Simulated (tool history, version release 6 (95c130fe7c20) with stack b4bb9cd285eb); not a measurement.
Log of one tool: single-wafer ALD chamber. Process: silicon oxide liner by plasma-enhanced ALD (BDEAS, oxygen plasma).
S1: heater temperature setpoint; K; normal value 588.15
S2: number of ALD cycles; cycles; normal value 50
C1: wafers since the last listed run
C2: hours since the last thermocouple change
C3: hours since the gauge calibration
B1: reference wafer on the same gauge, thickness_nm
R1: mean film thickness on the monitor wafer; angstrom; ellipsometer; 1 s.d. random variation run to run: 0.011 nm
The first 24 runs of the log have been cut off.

{"run": 25, "day": 11.092, "S1": 588.15, "S2": 50, "C1": 52, "C2": 95.3, "C3": 454.4, "B1": 4.28, "R1": 43.6}
{"run": 26, "day": 11.675, "S1": 580.15, "S2": 44, "C1": 88, "C2": 109.3, "C3": 468.4, "B1": 4.274, "R1": 38.81}
{"day": 11.821, "done": "gauge calibrated"}
{"run": 27, "day": 11.946, "S1": 577.15, "S2": 50, "C1": 41, "C2": 115.8, "C3": 3, "B1": 4.34, "R1": 44.99}
{"run": 28, "day": 12.633, "S1": 603.15, "S2": 53, "C1": 104, "C2": 132.3, "C3": 19.5, "B1": 4.342, "R1": 46.25}
{"run": 29, "day": 13.15, "S1": 581.15, "S2": 47, "C1": 78, "C2": 144.7, "C3": 31.9, "B1": 4.334, "R1": 41.96}
{"run": 30, "day": 13.538, "S1": 588.15, "S2": 50, "C1": 59, "C2": 154, "C3": 41.2, "B1": 4.332, "R1": 44.34}
{"run": 31, "day": 13.971, "S1": 575.15, "S2": 40, "C1": 66, "C2": 164.4, "C3": 51.6, "B1": 4.329, "R1": 36.01}
{"run": 32, "day": 14.346, "S1": 599.15, "S2": 47, "C1": 57, "C2": 173.4, "C3": 60.6, "B1": 4.332, "R1": 40.92}
{"run": 33, "day": 15.054, "S1": 573.15, "S2": 59, "C1": 107, "C2": 190.4, "C3": 77.6, "B1": 4.334, "R1": 53.11}
{"run": 34, "day": 15.788, "S1": 588.15, "S2": 54, "C1": 111, "C2": 208, "C3": 95.2, "B1": 4.328, "R1": 47.67}
{"run": 35, "day": 17.0, "S1": 588.15, "S2": 50, "C1": 184, "C2": 237.1, "C3": 124.3, "B1": 4.324, "R1": 44.22}
{"run": 36, "day": 17.842, "S1": 577.15, "S2": 46, "C1": 128, "C2": 257.3, "C3": 144.5, "B1": 4.315, "R1": 40.94}
{"run": 37, "day": 18.192, "S1": 599.15, "S2": 45, "C1": 53, "C2": 265.7, "C3": 152.9, "B1": 4.314, "R1": 39.05}
{"run": 38, "day": 18.683, "S1": 598.15, "S2": 55, "C1": 74, "C2": 277.5, "C3": 164.7, "B1": 4.313, "R1": 47.75}
{"run": 39, "day": 19.038, "S1": 588.15, "S2": 42, "C1": 53, "C2": 286, "C3": 173.2, "B1": 4.313, "R1": 36.84}
{"run": 40, "day": 19.471, "S1": 601.15, "S2": 41, "C1": 66, "C2": 296.4, "C3": 183.6, "B1": 4.316, "R1": 35.5}
{"run": 41, "day": 19.917, "S1": 575.15, "S2": 42, "C1": 67, "C2": 307.1, "C3": 194.3, "B1": 4.308, "R1": 37.65}

Below are 5 alternative next runs, each starting from the tool's condition after run 41. Predict each:
{"run": "A", "day": 19.938, "S1": 588.15, "S2": 44, "C1": 3, "C2": 307.6, "C3": 194.8, "B1": "?", "R1": "?"}
{"run": "B", "day": 19.938, "S1": 595.15, "S2": 58, "C1": 3, "C2": 307.6, "C3": 194.8, "B1": "?", "R1": "?"}
{"run": "C", "day": 19.938, "S1": 597.15, "S2": 50, "C1": 3, "C2": 307.6, "C3": 194.8, "B1": "?", "R1": "?"}
{"run": "D", "day": 19.938, "S1": 588.15, "S2": 60, "C1": 3, "C2": 307.6, "C3": 194.8, "B1": "?", "R1": "?"}
{"run": "E", "day": 19.938, "S1": 576.15, "S2": 42, "C1": 3, "C2": 307.6, "C3": 194.8, "B1": "?", "R1": "?"}

run=A B1=4.308 R1=38.61
run=B B1=4.308 R1=50.44
run=C B1=4.308 R1=43.37
run=D B1=4.308 R1=52.64
run=E B1=4.308 R1=37.41
The same runs, with their run-to-run variation unchanged, on a tool lacking any hidden condition would have given:
run=A R1=38.97
run=B R1=50.92
run=C R1=43.79
run=D R1=53.14
run=E R1=37.76
